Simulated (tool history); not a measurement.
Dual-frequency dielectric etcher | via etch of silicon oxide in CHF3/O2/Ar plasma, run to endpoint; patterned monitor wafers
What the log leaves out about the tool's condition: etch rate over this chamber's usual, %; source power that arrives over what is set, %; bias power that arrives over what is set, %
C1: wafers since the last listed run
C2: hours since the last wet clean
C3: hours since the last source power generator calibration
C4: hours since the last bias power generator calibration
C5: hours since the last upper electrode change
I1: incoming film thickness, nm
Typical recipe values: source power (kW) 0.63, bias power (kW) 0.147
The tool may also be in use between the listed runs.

Run 1, hour 0: usual settings but bias power (kW) 0.164; C1 0; C2 33.1; C3 2978.2; C4 3420.1; C5 4952.2; I1 482. Result: endpoint time (s) 230.5.
Run 2, hour 34.4: usual settings but source power (kW) 0.73; C1 173; C2 67.5; C3 3012.6; C4 3454.5; C5 4986.6; I1 480.5. Result: endpoint time (s) 227.
Run 3, hour 93.5: usual settings but source power (kW) 0.59; C1 298; C2 126.6; C3 3071.7; C4 3513.6; C5 5045.7; I1 481.2. Result: endpoint time (s) 243.5.
Run 4, hour 138.6: usual settings; C1 227; C2 171.7; C3 3116.8; C4 3558.7; C5 5090.8; I1 480. Result: endpoint time (s) 237.4.
Run 5, hour 174: usual settings; C1 178; C2 207.1; C3 3152.2; C4 3594.1; C5 5126.2; I1 476.1. Result: endpoint time (s) 234.3.
Run 6, hour 198.3: usual settings; C1 122; C2 231.4; C3 3176.5; C4 3618.4; C5 5150.5; I1 475.7. Result: endpoint time (s) 230.1.
Run 7, hour 256.4: usual settings but source power (kW) 0.53, bias power (kW) 0.159; C1 293; C2 289.5; C3 3234.6; C4 3676.5; C5 5208.6; I1 476.4. Result: endpoint time (s) 238.
Run 8, hour 286.4: usual settings but source power (kW) 0.53, bias power (kW) 0.159; C1 151; C2 319.5; C3 3264.6; C4 3706.5; C5 5238.6; I1 478.1. Result: endpoint time (s) 237.6.
Run 9, hour 335.9: usual settings but source power (kW) 0.53, bias power (kW) 0.159; C1 249; C2 369; C3 3314.1; C4 3756; C5 5288.1; I1 476.7. Result: endpoint time (s) 237.3.
Run 10, hour 392.1: usual settings; C1 283; C2 425.2; C3 3370.3; C4 3812.2; C5 5344.3; I1 479.4. Result: endpoint time (s) 231.5.
Run 11, hour 446.5: usual settings; C1 274; C2 479.6; C3 3424.7; C4 3866.6; C5 5398.7; I1 480.8. Result: endpoint time (s) 228.5.
At hour 483.3: wet clean of the chamber.
Run 12, hour 517.1: usual settings; C1 235; C2 33.8; C3 3495.3; C4 3937.2; C5 5469.3; I1 479.7. Result: endpoint time (s) 240.2.
Run 13, hour 580.3: usual settings but source power (kW) 0.69, bias power (kW) 0.157; C1 319; C2 97; C3 3558.5; C4 4000.4; C5 5532.5; I1 476. Result: endpoint time (s) 221.8.
At hour 782: upper electrode replaced, of another model than before.
Run 14, hour 786.3: usual settings but source power (kW) 0.69, bias power (kW) 0.157; C1 918; C2 303; C3 3764.5; C4 4206.4; C5 4.3; I1 476.4. Result: endpoint time (s) 219.7.
Run 15, hour 820.2: usual settings but bias power (kW) 0.168; C1 171; C2 336.9; C3 3798.4; C4 4240.3; C5 38.2; I1 475.6. Result: endpoint time (s) 220.2.
Run 16, hour 870.6: usual settings but bias power (kW) 0.168; C1 254; C2 387.3; C3 3848.8; C4 4290.7; C5 88.6; I1 475.9. Result: endpoint time (s) 219.9.
At hour 949.7: source power generator calibrated.
At hour 954.8: wet clean of the chamber.
Run 17, hour 955.3: usual settings but source power (kW) 0.48, bias power (kW) 0.132; C1 381; C2 0.5; C3 5.6; C4 4375.4; C5 173.3; I1 474.6. Result: endpoint time (s) 263.9.
Run 18, hour 996.3: usual settings but source power (kW) 0.52, bias power (kW) 0.174; C1 206; C2 41.5; C3 46.6; C4 4416.4; C5 214.3; I1 473.7. Result: endpoint time (s) 237.5.
Run 19, hour 1047.4: usual settings but source power (kW) 0.53, bias power (kW) 0.111; C1 257; C2 92.6; C3 97.7; C4 4467.5; C5 265.4; I1 477.5. Result: endpoint time (s) 269.5.
Run 20, hour 1086.1: usual settings; C1 195; C2 131.3; C3 136.4; C4 4506.2; C5 304.1; I1 475.9. Result: endpoint time (s) 234.3.
Run 21, hour 1115.3: usual settings but source power (kW) 0.56, bias power (kW) 0.179; C1 147; C2 160.5; C3 165.6; C4 4535.4; C5 333.3; I1 478.9. Result: endpoint time (s) 233.2.
Run 22, hour 1145.5: usual settings but source power (kW) 0.75, bias power (kW) 0.115; C1 152; C2 190.7; C3 195.8; C4 4565.6; C5 363.5; I1 480.2. Result: endpoint time (s) 244.2.
Run 23, hour 1202.7: usual settings but source power (kW) 0.49; C1 288; C2 247.9; C3 253; C4 4622.8; C5 420.7; I1 479.9. Result: endpoint time (s) 250.9.
At hour 1213.1: bias power generator calibrated.
Run 24, hour 1249.5: usual settings but source power (kW) 0.48; C1 216; C2 294.7; C3 299.8; C4 36.4; C5 467.5; I1 478.1. Result: endpoint time (s) 250.4.
Run 25, hour 1285.5: usual settings but bias power (kW) 0.13; C1 181; C2 330.7; C3 335.8; C4 72.4; C5 503.5; I1 473.5. Result: endpoint time (s) 236.8.
Run 26, hour 1339: usual settings but bias power (kW) 0.13; C1 270; C2 384.2; C3 389.3; C4 125.9; C5 557; I1 481.4. Result: endpoint time (s) 240.
Run 27, hour 1378.6: usual settings but source power (kW) 0.72, bias power (kW) 0.114; C1 199; C2 423.8; C3 428.9; C4 165.5; C5 596.6; I1 475.1. Result: endpoint time (s) 238.5.
Run 28, hour 1425.9: usual settings but source power (kW) 0.69, bias power (kW) 0.162; C1 238; C2 471.1; C3 476.2; C4 212.8; C5 643.9; I1 477.7. Result: endpoint time (s) 217.8.
At hour 1486.3: wet clean of the chamber.
Run 29, hour 1487: usual settings; C1 187; C2 0.7; C3 537.3; C4 273.9; C5 705; I1 474.2. Result: endpoint time (s) 235.8.
Run 30, hour 1514.1: usual settings but bias power (kW) 0.168; C1 136; C2 27.8; C3 564.4; C4 301; C5 732.1; I1 473.3. Result: endpoint time (s) 226.9.
Run 31, hour 1551.7: usual settings; C1 189; C2 65.4; C3 602; C4 338.6; C5 769.7; I1 477.5. Result: endpoint time (s) 238.5.
Run 32, hour 1576.6: usual settings but source power (kW) 0.55, bias power (kW) 0.179; C1 125; C2 90.3; C3 626.9; C4 363.5; C5 794.6; I1 482.7. Result: endpoint time (s) 234.9.
Run 33, hour 1632.3: usual settings but source power (kW) 0.76, bias power (kW) 0.123; C1 281; C2 146; C3 682.6; C4 419.2; C5 850.3; I1 482.1. Result: endpoint time (s) 237.8.
Run 34, hour 1674.7: usual settings but source power (kW) 0.54, bias power (kW) 0.114; C1 214; C2 188.4; C3 725; C4 461.6; C5 892.7; I1 471.5. Result: endpoint time (s) 260.

Predict each of these 5 candidate next runs independently; none follows another, all start after run 34:
Run A, hour 1675.2: usual settings; C1 2; C2 188.9; C3 725.5; C4 462.1; C5 893.2; I1 477.3. Result: endpoint time (s) ?.
Run B, hour 1675.2: usual settings but source power (kW) 0.73, bias power (kW) 0.126; C1 2; C2 188.9; C3 725.5; C4 462.1; C5 893.2; I1 477.3. Result: endpoint time (s) ?.
Run C, hour 1675.2: usual settings but source power (kW) 0.72, bias power (kW) 0.178; C1 2; C2 188.9; C3 725.5; C4 462.1; C5 893.2; I1 477.3. Result: endpoint time (s) ?.
Run D, hour 1675.2: usual settings but source power (kW) 0.53, bias power (kW) 0.175; C1 2; C2 188.9; C3 725.5; C4 462.1; C5 893.2; I1 477.3. Result: endpoint time (s) ?.
Run E, hour 1675.2: usual settings but source power (kW) 0.74, bias power (kW) 0.135; C1 2; C2 188.9; C3 725.5; C4 462.1; C5 893.2; I1 477.3. Result: endpoint time (s) ?.

run  endpoint time (s)
  A              236.3
  B              237.7
  C              216.3
  D              233.8
  E              232.5
The same runs, with their run-to-run variation unchanged, on a tool lacking any hidden condition would have given:
run  endpoint time (s)
  A              241.7
  B              243.1
  C              221.2
  D              239.1
  E              237.7

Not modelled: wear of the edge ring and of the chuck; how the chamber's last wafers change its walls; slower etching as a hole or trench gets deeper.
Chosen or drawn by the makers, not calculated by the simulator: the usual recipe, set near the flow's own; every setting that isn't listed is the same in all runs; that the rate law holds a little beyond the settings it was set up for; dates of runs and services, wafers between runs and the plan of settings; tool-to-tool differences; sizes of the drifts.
